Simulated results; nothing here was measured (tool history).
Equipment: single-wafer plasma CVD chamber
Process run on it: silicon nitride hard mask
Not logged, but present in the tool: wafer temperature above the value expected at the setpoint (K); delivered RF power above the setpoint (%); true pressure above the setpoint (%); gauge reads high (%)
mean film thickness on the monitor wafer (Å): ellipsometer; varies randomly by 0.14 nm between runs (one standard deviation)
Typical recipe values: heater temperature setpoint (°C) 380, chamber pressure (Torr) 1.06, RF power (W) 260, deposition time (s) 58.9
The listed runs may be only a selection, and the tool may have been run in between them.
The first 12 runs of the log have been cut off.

| run | day | heater temperature setpoint (°C) | chamber pressure (Torr) | RF power (W) | deposition time (s) | wafers since the last listed run | hours since the last thermocouple change | hours since the last RF generator calibration | hours since the last manometer calibration | hours since the showerhead was replaced | hours since the gauge calibration | read-back reference wafer on the same gauge, thickness_nm | mean film thickness on the monitor wafer (Å) |
|---|---|---|---|---|---|---|---|---|---|---|---|---|---|
| 13 | 6.412 | 371 | 1.22 | 225 | 55.8 | 122 | 2537.5 | 1944.2 | 193.9 | 88.2 | 463.7 | 65.704 | 481.05 |
| 14 | 6.942 | 380 | 1.06 | 260 | 64.9 | 169 | 2550.2 | 1956.9 | 206.6 | 100.9 | 476.4 | 65.742 | 576.68 |
| 15 | 7.229 | 372 | 0.84 | 260 | 58.9 | 91 | 2557.1 | 1963.8 | 213.5 | 107.8 | 483.3 | 65.629 | 457.48 |
| 16 | 7.517 | 374 | 1.06 | 260 | 58.9 | 91 | 2564 | 1970.7 | 220.4 | 114.7 | 490.2 | 65.7 | 523.4 |
|  | 7.842 | gauge calibrated |
|  | 7.908 | thermocouple changed; heater temperature recalibrated |
| 17 | 9.612 | 380 | 0.89 | 260 | 65.7 | 563 | 40.9 | 2021 | 270.7 | 165 | 42.5 | 65.641 | 527.97 |
| 18 | 10.004 | 380 | 1.26 | 220 | 51 | 125 | 50.3 | 2030.4 | 280.1 | 174.4 | 51.9 | 65.79 | 437.72 |
|  | 10.45 | RF generator calibrated |
| 19 | 10.725 | 388 | 0.94 | 215 | 65 | 123 | 67.6 | 6.6 | 297.4 | 191.7 | 69.2 | 65.707 | 500.27 |
| 20 | 11.246 | 380 | 1.15 | 260 | 49.6 | 166 | 80.1 | 19.1 | 309.9 | 204.2 | 81.7 | 65.694 | 478.87 |
| 21 | 11.496 | 393 | 0.96 | 260 | 58.9 | 79 | 86.1 | 25.1 | 315.9 | 210.2 | 87.7 | 65.675 | 514.47 |
| 22 | 12.05 | 380 | 1.06 | 225 | 58.9 | 177 | 99.4 | 38.4 | 329.2 | 223.5 | 101 | 65.658 | 499.89 |
| 23 | 12.675 | 380 | 1.25 | 280 | 58.9 | 199 | 114.4 | 53.4 | 344.2 | 238.5 | 116 | 65.671 | 619.26 |
| 24 | 13.296 | 380 | 1.06 | 260 | 58.9 | 198 | 129.3 | 68.3 | 359.1 | 253.4 | 130.9 | 65.656 | 546.3 |
| 25 | 14.004 | 386 | 1.28 | 280 | 62.5 | 226 | 146.3 | 85.3 | 376.1 | 270.4 | 147.9 | 65.641 | 662.59 |
| 26 | 14.538 | 391 | 1.27 | 260 | 58.9 | 170 | 159.1 | 98.1 | 388.9 | 283.2 | 160.7 | 65.671 | 588.61 |
| 27 | 15.062 | 380 | 1.06 | 260 | 58.9 | 167 | 171.7 | 110.7 | 401.5 | 295.8 | 173.3 | 65.651 | 543.13 |
| 28 | 15.525 | 380 | 1.06 | 260 | 58.9 | 147 | 182.8 | 121.8 | 412.6 | 306.9 | 184.4 | 65.66 | 540.74 |
| 29 | 16.233 | 370 | 1.06 | 260 | 58.9 | 226 | 199.8 | 138.8 | 429.6 | 323.9 | 201.4 | 65.727 | 546.67 |
| 30 | 16.904 | 380 | 1.22 | 260 | 58.9 | 214 | 215.9 | 154.9 | 445.7 | 340 | 217.5 | 65.708 | 577.85 |

Branching from run 30: 3 alternative next runs. What would each branch give?
| A | 16.921 | 380 | 1.3 | 260 | 58.9 | 5 | 216.3 | 155.3 | 446.1 | 340.4 | 217.9 | ? | ? |
| B | 16.921 | 387 | 1.06 | 260 | 48.2 | 5 | 216.3 | 155.3 | 446.1 | 340.4 | 217.9 | ? | ? |
| C | 16.921 | 380 | 1.06 | 285 | 50.9 | 5 | 216.3 | 155.3 | 446.1 | 340.4 | 217.9 | ? | ? |

| run | read-back reference wafer on the same gauge, thickness_nm | mean film thickness on the monitor wafer (Å) |
|---|---|---|
| A | 65.732 | 594.02 |
| B | 65.732 | 441.93 |
| C | 65.732 | 496.24 |
Without the tool's hidden state the same runs would have given:
| run | mean film thickness on the monitor wafer (Å) |
|---|---|
| A | 606.6 |
| B | 452.12 |
| C | 507.61 |
